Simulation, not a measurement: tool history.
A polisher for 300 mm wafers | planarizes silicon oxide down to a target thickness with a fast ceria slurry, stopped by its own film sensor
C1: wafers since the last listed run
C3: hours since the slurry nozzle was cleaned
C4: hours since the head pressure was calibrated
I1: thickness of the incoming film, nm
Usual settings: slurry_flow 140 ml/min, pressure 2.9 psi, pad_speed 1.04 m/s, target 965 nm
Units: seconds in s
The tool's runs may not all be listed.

Run 1, day 0.000: usual settings but pad_speed 1.28 m/s; C1 0; wafers polished on this pad 308; C3 865.3; C4 737.6; I1 2562.4. Result: seconds 90.4 s.
Run 2, day 0.825: usual settings but pad_speed 1.28 m/s; C1 212; wafers polished on this pad 520; C3 885.1; C4 757.4; I1 2564.5. Result: seconds 93.5 s.
Run 3, day 1.362: usual settings; C1 138; wafers polished on this pad 659; C3 898.0; C4 770.3; I1 2559.0. Result: seconds 112.9 s.
At day 1.654: worn pad replaced by a new one.
Run 4, day 1.933: usual settings; C1 104; wafers polished on this pad 72; C3 911.7; C4 784.0; I1 2528.1. Result: seconds 102.1 s.
Run 5, day 2.617: usual settings but slurry_flow 175 ml/min, pad_speed 0.86 m/s; C1 176; wafers polished on this pad 248; C3 928.1; C4 800.4; I1 2574.7. Result: seconds 123.2 s.
Run 6, day 3.671: usual settings but slurry_flow 175 ml/min, pad_speed 0.86 m/s; C1 271; wafers polished on this pad 520; C3 953.4; C4 825.7; I1 2541.9. Result: seconds 125.0 s.
At day 4.367: worn pad replaced by a new one.
Run 7, day 4.762: usual settings; C1 238; wafers polished on this pad 102; C3 979.6; C4 851.9; I1 2539.3. Result: seconds 104.6 s.
At day 5.021: slurry nozzle cleaned.
At day 5.125: head pressure recalibrated.
Run 8, day 5.442: usual settings; C1 142; wafers polished on this pad 245; C3 10.1; C4 7.6; I1 2551.3. Result: seconds 96.6 s.
At day 6.871: worn pad replaced by a new one.
Run 9, day 6.933: usual settings; C1 341; wafers polished on this pad 16; C3 45.9; C4 43.4; I1 2544.9. Result: seconds 90.3 s.
Run 10, day 8.150: usual settings but pad_speed 0.76 m/s; C1 313; wafers polished on this pad 330; C3 75.1; C4 72.6; I1 2546.8. Result: seconds 126.7 s.
Run 11, day 8.925: usual settings but pressure 2.2 psi; C1 199; wafers polished on this pad 529; C3 93.7; C4 91.2; I1 2540.2. Result: seconds 129.6 s.
At day 9.900: worn pad replaced by a new one.
Run 12, day 10.100: usual settings; C1 260; wafers polished on this pad 51; C3 121.9; C4 119.4; I1 2544.9. Result: seconds 92.4 s.
Run 13, day 10.867: usual settings but pad_speed 0.70 m/s; C1 197; wafers polished on this pad 249; C3 140.3; C4 137.8; I1 2541.3. Result: seconds 135.0 s.
Run 14, day 11.958: usual settings but slurry_flow 180 ml/min, target 1331 nm; C1 281; wafers polished on this pad 530; C3 166.5; C4 164.0; I1 2530.6. Result: seconds 73.2 s.
At day 13.000: worn pad replaced by a new one.
Run 15, day 13.021: usual settings but slurry_flow 120 ml/min, pressure 2.6 psi, pad_speed 0.92 m/s; C1 231; wafers polished on this pad 5; C3 192.0; C4 189.5; I1 2561.5. Result: seconds 115.4 s.
Run 16, day 13.950: usual settings but pad_speed 1.16 m/s; C1 239; wafers polished on this pad 245; C3 214.3; C4 211.8; I1 2536.2. Result: seconds 87.4 s.

The same runs without the tool's hidden state, with the same run-to-run variation:
The hidden state here: removal rate lost through wear of the pad, %; slurry flow missing at the pad, %; deviation of the head's pressure from its setpoint, %.
run  seconds
  1     73.4
  2     73.9
  3     88.4
  4     88.2
  5    100.9
  6     98.5
  7     86.9
  8     87.6
  9     88.7
 10    114.2
 11    114.7
 12     88.9
 13    122.6
 14     64.3
 15    113.4
 16     79.5

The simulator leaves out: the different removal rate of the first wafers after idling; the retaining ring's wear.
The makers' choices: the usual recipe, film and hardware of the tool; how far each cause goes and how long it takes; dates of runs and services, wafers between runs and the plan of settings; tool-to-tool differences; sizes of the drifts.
